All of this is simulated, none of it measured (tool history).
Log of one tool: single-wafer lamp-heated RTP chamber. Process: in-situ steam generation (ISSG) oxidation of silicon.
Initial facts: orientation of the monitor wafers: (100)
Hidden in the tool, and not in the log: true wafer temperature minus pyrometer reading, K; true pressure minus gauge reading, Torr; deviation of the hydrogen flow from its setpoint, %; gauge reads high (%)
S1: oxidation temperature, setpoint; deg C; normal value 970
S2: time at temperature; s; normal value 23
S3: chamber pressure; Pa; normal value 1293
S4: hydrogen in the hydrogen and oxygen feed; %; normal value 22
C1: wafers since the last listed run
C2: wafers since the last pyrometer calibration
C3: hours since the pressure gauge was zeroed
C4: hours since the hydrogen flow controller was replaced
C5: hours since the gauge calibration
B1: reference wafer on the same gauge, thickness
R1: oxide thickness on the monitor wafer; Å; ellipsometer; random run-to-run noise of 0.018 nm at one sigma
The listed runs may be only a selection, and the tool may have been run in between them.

Run 1, hour 0.0: usual settings but S1 960 deg C, S3 1360 Pa; C1 0; C2 3351; C3 3627.9; C4 3705.9; C5 11.6; B1 4.373. Result: R1 46.75 Å.
Run 2, hour 55.6: usual settings but S1 963 deg C; C1 677; C2 4028; C3 3683.5; C4 3761.5; C5 67.2; B1 4.372. Result: R1 47.65 Å.
At hour 85.9: pyrometer window cleaned and pyrometer calibrated.
Run 3, hour 90.6: usual settings but S1 963 deg C; C1 328; C2 56; C3 3718.5; C4 3796.5; C5 102.2; B1 4.376. Result: R1 46.37 Å.
Run 4, hour 121.4: usual settings; C1 375; C2 432; C3 3749.3; C4 3827.3; C5 133.0; B1 4.373. Result: R1 47.69 Å.
Run 5, hour 291.9: usual settings but S4 27 %; C1 2076; C2 2508; C3 3919.8; C4 3997.8; C5 303.5; B1 4.367. Result: R1 51.02 Å.
Run 6, hour 350.8: usual settings but S4 27 %; C1 717; C2 3225; C3 3978.7; C4 4056.7; C5 362.4; B1 4.369. Result: R1 50.82 Å.
Run 7, hour 390.2: usual settings but S4 27 %; C1 479; C2 3705; C3 4018.1; C4 4096.1; C5 401.8; B1 4.373. Result: R1 51.10 Å.
At hour 412.6: gauge calibrated.
At hour 452.4: pyrometer window cleaned and pyrometer calibrated.
Run 8, hour 452.9: usual settings but S1 965 deg C, S3 1147 Pa; C1 666; C2 5; C3 4080.8; C4 4158.8; C5 40.3; B1 4.368. Result: R1 47.25 Å.
At hour 481.2: hydrogen flow controller replaced.
At hour 500.7: pressure gauge zeroed.
Run 9, hour 503.2: usual settings; C1 417; C2 423; C3 2.5; C4 22.0; C5 90.6; B1 4.372. Result: R1 48.32 Å.
Run 10, hour 557.0: usual settings but S2 15 s, S4 17 %; C1 655; C2 1078; C3 56.3; C4 75.8; C5 144.4; B1 4.373. Result: R1 37.77 Å.
Run 11, hour 606.7: usual settings; C1 605; C2 1683; C3 106.0; C4 125.5; C5 194.1; B1 4.366. Result: R1 48.83 Å.
Run 12, hour 640.2: usual settings but S2 20 s, S3 1360 Pa; C1 407; C2 2091; C3 139.5; C4 159.0; C5 227.6; B1 4.367. Result: R1 45.36 Å.
Run 13, hour 699.7: usual settings; C1 724; C2 2816; C3 199.0; C4 218.5; C5 287.1; B1 4.370. Result: R1 48.91 Å.
Run 14, hour 758.3: usual settings but S2 30 s, S4 28 %; C1 713; C2 3529; C3 257.6; C4 277.1; C5 345.7; B1 4.368. Result: R1 58.30 Å.

A few steps of R1 between consecutive runs. Split each: what settings, incoming material and random variation would produce without the hidden state, and what is left over for the hidden state, along with gauge scatter present in only one of the two compared results (measured, and without hidden state):
Run 7 -> 8: S1 970 -> 965, S3 1293 -> 1147, S4 27 -> 22, gauge calibrated, pyrometer window cleaned and pyrometer calibrated. R1 -3.85 Å: hidden state -1.55, all else -2.30.
Run 10 -> 11: S2 15 -> 23, S4 17 -> 22. R1 +11.06 Å: hidden state +0.56, all else +10.50.
